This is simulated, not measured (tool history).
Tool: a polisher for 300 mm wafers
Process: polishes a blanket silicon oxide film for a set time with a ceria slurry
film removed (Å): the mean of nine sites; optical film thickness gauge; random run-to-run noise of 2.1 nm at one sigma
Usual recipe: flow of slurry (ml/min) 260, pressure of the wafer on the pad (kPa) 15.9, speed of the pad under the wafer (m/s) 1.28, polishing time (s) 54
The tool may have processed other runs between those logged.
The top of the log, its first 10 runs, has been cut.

run    hour  flow of slurry (ml/min)  pressure of the wafer on the pad (kPa)  speed of the pad under the wafer (m/s)  polishing time (s)  incoming thickness of the incoming film, nm  film removed (Å)
      925.8  -- slurry nozzle cleaned
 11   965.9                      260                                    15.9                                    1.46                  54                                       1748.9              2375
 12  1005.0                      260                                    14.5                                    1.28                  54                                       1762.9              1889
 13  1310.9                      260                                    14.5                                    1.28                  54                                       1742.1              1847
     1375.1  -- worn pad replaced by a new one
 14  1389.5                      260                                    15.9                                    1.28                  54                                       1723.5              1957
 15  1449.2                      260                                    15.9                                    1.28                  39                                       1758.7              1394
 16  1512.8                      260                                    15.9                                    1.28                  39                                       1766.8              1355
 17  1549.3                      260                                    15.9                                    1.28                  54                                       1755.1              1848
     1687.4  -- head pressure recalibrated
     1713.5  -- slurry nozzle cleaned
 18  1737.6                      260                                    15.9                                    1.28                  40                                       1723.5              1560
 19  1790.7                      230                                    15.9                                    1.28                  54                                       1734.7              2094
 20  1833.1                      325                                    11.7                                    1.46                  65                                       1751.3              2320
 21  1989.0                      260                                    15.9                                    1.28                  54                                       1782.4              2044
 22  2025.6                      260                                    15.9                                    1.28                  54                                       1766.7              2048
 23  2066.4                      225                                    15.9                                    1.06                  65                                       1761.3              1957
     2085.7  -- worn pad replaced by a new one
 24  2162.8                      260                                    15.9                                    1.28                  40                                       1766.4              1508
 25  2266.5                      315                                    15.9                                    1.28                  36                                       1767.8              1374
 26  2311.6                      230                                    14.5                                    1.58                  54                                       1767.0              2206
 27  2394.2                      260                                    15.9                                    1.28                  69                                       1786.5              2467
     2450.2  -- slurry nozzle cleaned
 28  2481.8                      260                                    15.9                                    1.28                  54                                       1735.5              2000
 29  2524.1                      260                                    20.0                                    0.90                  73                                       1787.2              2259
 30  2601.8                      260                                    15.9                                    1.28                  54                                       1760.8              1949
     2615.2  -- head pressure recalibrated
 31  2695.4                      230                                    15.9                                    1.28                  42                                       1732.7              1590
 32  2735.5                      340                                    20.0                                    1.48                  39                                       1766.1              2121
 33  2834.7                      260                                    17.9                                    1.42                  70                                       1772.1              3209
     2915.6  -- worn pad replaced by a new one
 34  2932.1                      285                                    12.4                                    1.28                  49                                       1773.5              1553

For run 35, what comes out?
 35  3153.4                      260                                    18.6                                    1.16                  54                                       1760.5                 ?

{"run 35": {"film removed (Å)": 2002}}
Were there no unlogged condition in the tool, this run, its random variation unchanged, would have produced film removed (Å) 2168.

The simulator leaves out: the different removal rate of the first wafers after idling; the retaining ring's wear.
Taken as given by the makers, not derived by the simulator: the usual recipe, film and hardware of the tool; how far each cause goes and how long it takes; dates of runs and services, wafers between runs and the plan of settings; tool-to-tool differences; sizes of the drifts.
